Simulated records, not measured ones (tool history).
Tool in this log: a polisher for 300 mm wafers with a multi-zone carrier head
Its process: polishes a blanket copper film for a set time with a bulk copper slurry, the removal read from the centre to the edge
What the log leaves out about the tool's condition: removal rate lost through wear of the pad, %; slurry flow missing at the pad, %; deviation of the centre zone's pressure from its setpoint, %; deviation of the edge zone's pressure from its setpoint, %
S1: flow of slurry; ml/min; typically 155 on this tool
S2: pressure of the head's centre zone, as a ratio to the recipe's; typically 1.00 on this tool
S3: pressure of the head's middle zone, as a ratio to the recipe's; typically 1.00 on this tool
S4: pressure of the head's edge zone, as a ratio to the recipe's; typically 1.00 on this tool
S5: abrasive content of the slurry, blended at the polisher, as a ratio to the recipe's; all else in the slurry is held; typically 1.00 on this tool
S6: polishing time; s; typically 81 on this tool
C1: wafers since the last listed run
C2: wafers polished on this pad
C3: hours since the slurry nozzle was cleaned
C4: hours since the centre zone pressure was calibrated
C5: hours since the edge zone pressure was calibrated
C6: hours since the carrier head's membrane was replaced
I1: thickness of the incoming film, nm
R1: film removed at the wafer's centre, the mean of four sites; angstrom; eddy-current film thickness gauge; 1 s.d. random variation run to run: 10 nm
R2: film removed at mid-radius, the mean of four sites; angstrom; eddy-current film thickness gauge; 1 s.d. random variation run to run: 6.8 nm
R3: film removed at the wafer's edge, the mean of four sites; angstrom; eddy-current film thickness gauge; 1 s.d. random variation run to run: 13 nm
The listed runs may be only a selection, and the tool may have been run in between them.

run 1 day=0.000 | S1=155 S2=1.00 S3=1.00 S4=1.00 S5=1.10 S6=81 | C1=0 C2=3832 C3=297.1 C4=553.0 C5=702.2 C6=1726.1 | I1=3450.6 | R1=10911 R2=10793 R3=10866
run 2 day=3.242 | S1=155 S2=0.91 S3=1.00 S4=1.00 S5=0.75 S6=59 | C1=616 C2=4449 C3=374.9 C4=630.8 C5=780.0 C6=1803.9 | I1=3430.5 | R1=6493 R2=7181 R3=7352
-- day=5.617 carrier head's membrane replaced by a new one
run 3 day=5.638 | S1=155 S2=1.00 S3=1.00 S4=1.00 S5=1.25 S6=81 | C1=415 C2=4864 C3=432.4 C4=688.3 C5=837.5 C6=0.5 | I1=3440.3 | R1=11177 R2=10889 R3=11060
run 4 day=8.175 | S1=155 S2=1.00 S3=1.00 S4=1.00 S5=0.95 S6=81 | C1=482 C2=5347 C3=493.3 C4=749.2 C5=898.4 C6=61.4 | I1=3458.4 | R1=10146 R2=10321 R3=10314
-- day=8.400 worn pad replaced by a new one
run 5 day=11.504 | S1=155 S2=1.00 S3=1.00 S4=1.12 S5=0.80 S6=81 | C1=601 C2=590 C3=573.2 C4=829.1 C5=978.3 C6=141.3 | I1=3368.1 | R1=9744 R2=9909 R3=10519
run 6 day=14.862 | S1=170 S2=1.00 S3=1.00 S4=1.00 S5=1.00 S6=81 | C1=638 C2=1228 C3=653.8 C4=909.7 C5=1058.9 C6=221.9 | I1=3411.3 | R1=10420 R2=10517 R3=10354
run 7 day=16.467 | S1=155 S2=1.00 S3=1.00 S4=1.06 S5=1.10 S6=81 | C1=304 C2=1533 C3=692.3 C4=948.2 C5=1097.4 C6=260.4 | I1=3415.6 | R1=10319 R2=10325 R3=10915
run 8 day=18.262 | S1=155 S2=1.00 S3=1.00 S4=1.00 S5=1.00 S6=81 | C1=341 C2=1874 C3=735.4 C4=991.3 C5=1140.5 C6=303.5 | I1=3395.3 | R1=9866 R2=10044 R3=10339
-- day=19.179 slurry nozzle cleaned
-- day=19.488 centre zone pressure recalibrated
-- day=19.567 edge zone pressure recalibrated
run 9 day=20.796 | S1=190 S2=1.00 S3=0.92 S4=1.00 S5=0.75 S6=66 | C1=442 C2=2317 C3=38.8 C4=31.4 C5=29.5 C6=364.3 | I1=3373.7 | R1=8555 R2=7910 R3=8449
run 10 day=24.488 | S1=155 S2=1.00 S3=0.92 S4=1.00 S5=1.00 S6=58 | C1=701 C2=3019 C3=127.4 C4=120.0 C5=118.1 C6=452.9 | I1=3416.1 | R1=7564 R2=7105 R3=7747
run 11 day=28.867 | S1=155 S2=1.00 S3=1.00 S4=1.00 S5=1.00 S6=81 | C1=832 C2=3851 C3=232.5 C4=225.1 C5=223.2 C6=558.0 | I1=3409.6 | R1=10376 R2=10735 R3=10946
run 12 day=31.608 | S1=155 S2=1.00 S3=1.00 S4=1.00 S5=1.00 S6=81 | C1=521 C2=4372 C3=298.3 C4=290.9 C5=289.0 C6=623.8 | I1=3426.6 | R1=10509 R2=10469 R3=10736
run 13 day=34.429 | S1=155 S2=0.96 S3=1.00 S4=1.04 S5=0.75 S6=81 | C1=536 C2=4908 C3=366.0 C4=358.6 C5=356.7 C6=691.5 | I1=3398.2 | R1=9470 R2=9887 R3=10220
-- day=35.692 worn pad replaced by a new one
run 14 day=36.242 | S1=155 S2=1.00 S3=0.94 S4=1.00 S5=1.00 S6=81 | C1=312 C2=104 C3=409.5 C4=402.1 C5=400.2 C6=735.0 | I1=3462.3 | R1=10470 R2=9881 R3=10663
run 15 day=40.262 | S1=155 S2=1.12 S3=1.07 S4=0.94 S5=1.10 S6=81 | C1=764 C2=868 C3=506.0 C4=498.6 C5=496.7 C6=831.5 | I1=3399.3 | R1=11782 R2=11200 R3=10435
run 16 day=42.450 | S1=155 S2=1.00 S3=1.00 S4=1.00 S5=1.15 S6=81 | C1=415 C2=1284 C3=558.5 C4=551.1 C5=549.2 C6=884.0 | I1=3440.7 | R1=10560 R2=10649 R3=10650
run 17 day=44.329 | S1=140 S2=1.00 S3=1.00 S4=1.05 S5=0.80 S6=81 | C1=357 C2=1641 C3=603.6 C4=596.2 C5=594.3 C6=929.1 | I1=3432.3 | R1=9352 R2=9450 R3=9999
run 18 day=46.562 | S1=155 S2=1.00 S3=1.00 S4=1.00 S5=1.00 S6=81 | C1=424 C2=2066 C3=657.2 C4=649.8 C5=647.9 C6=982.7 | I1=3366.6 | R1=9956 R2=10152 R3=10311
run 19 day=50.071 | S1=155 S2=0.92 S3=1.00 S4=1.00 S5=0.70 S6=81 | C1=666 C2=2732 C3=741.4 C4=734.0 C5=732.1 C6=1066.9 | I1=3476.6 | R1=8417 R2=9321 R3=9542
-- day=51.404 slurry nozzle cleaned
run 20 day=51.588 | S1=155 S2=0.92 S3=1.00 S4=1.00 S5=1.10 S6=62 | C1=280 C2=3013 C3=4.4 C4=770.4 C5=768.5 C6=1103.3 | I1=3424.8 | R1=7500 R2=8384 R3=8317
-- day=57.938 centre zone pressure recalibrated
run 21 day=62.125 | S1=155 S2=1.00 S3=1.00 S4=1.00 S5=1.00 S6=69 | C1=1986 C2=5000 C3=257.3 C4=100.5 C5=1021.4 C6=1356.2 | I1=3418.0 | R1=8959 R2=9001 R3=9042
-- day=64.079 worn pad replaced by a new one
run 22 day=65.275 | S1=155 S2=1.00 S3=0.90 S4=1.00 S5=1.00 S6=81 | C1=567 C2=227 C3=332.9 C4=176.1 C5=1097.0 C6=1431.8 | I1=3408.5 | R1=10555 R2=9693 R3=10760

Difference, measured minus no-hidden-state, one row per run. Run-to-run variation is common to both terms; the gauge's own scatter need not be:
run=1 R1=-116 R2=-102 R3=-73
run=2 R1=-106 R2=-104 R3=-76
run=3 R1=-241 R2=-208 R3=-152
run=4 R1=-288 R2=-260 R3=-185
run=5 R1=-387 R2=-347 R3=-263
run=6 R1=-509 R2=-456 R3=-322
run=7 R1=-646 R2=-570 R3=-424
run=8 R1=-725 R2=-649 R3=-469
run=9 R1=-47 R2=-39 R3=-30
run=10 R1=-63 R2=-53 R3=-42
run=11 R1=-129 R2=-118 R3=-86
run=12 R1=-171 R2=-151 R3=-111
run=13 R1=-202 R2=-187 R3=-138
run=14 R1=-266 R2=-222 R3=-172
run=15 R1=-432 R2=-363 R3=-241
run=16 R1=-470 R2=-418 R3=-297
run=17 R1=-549 R2=-487 R3=-358
run=18 R1=-630 R2=-565 R3=-404
run=19 R1=-714 R2=-694 R3=-495
run=20 R1=-5 R2=-4 R3=-3
run=21 R1=-64 R2=-57 R3=-41
run=22 R1=-124 R2=-101 R3=-81
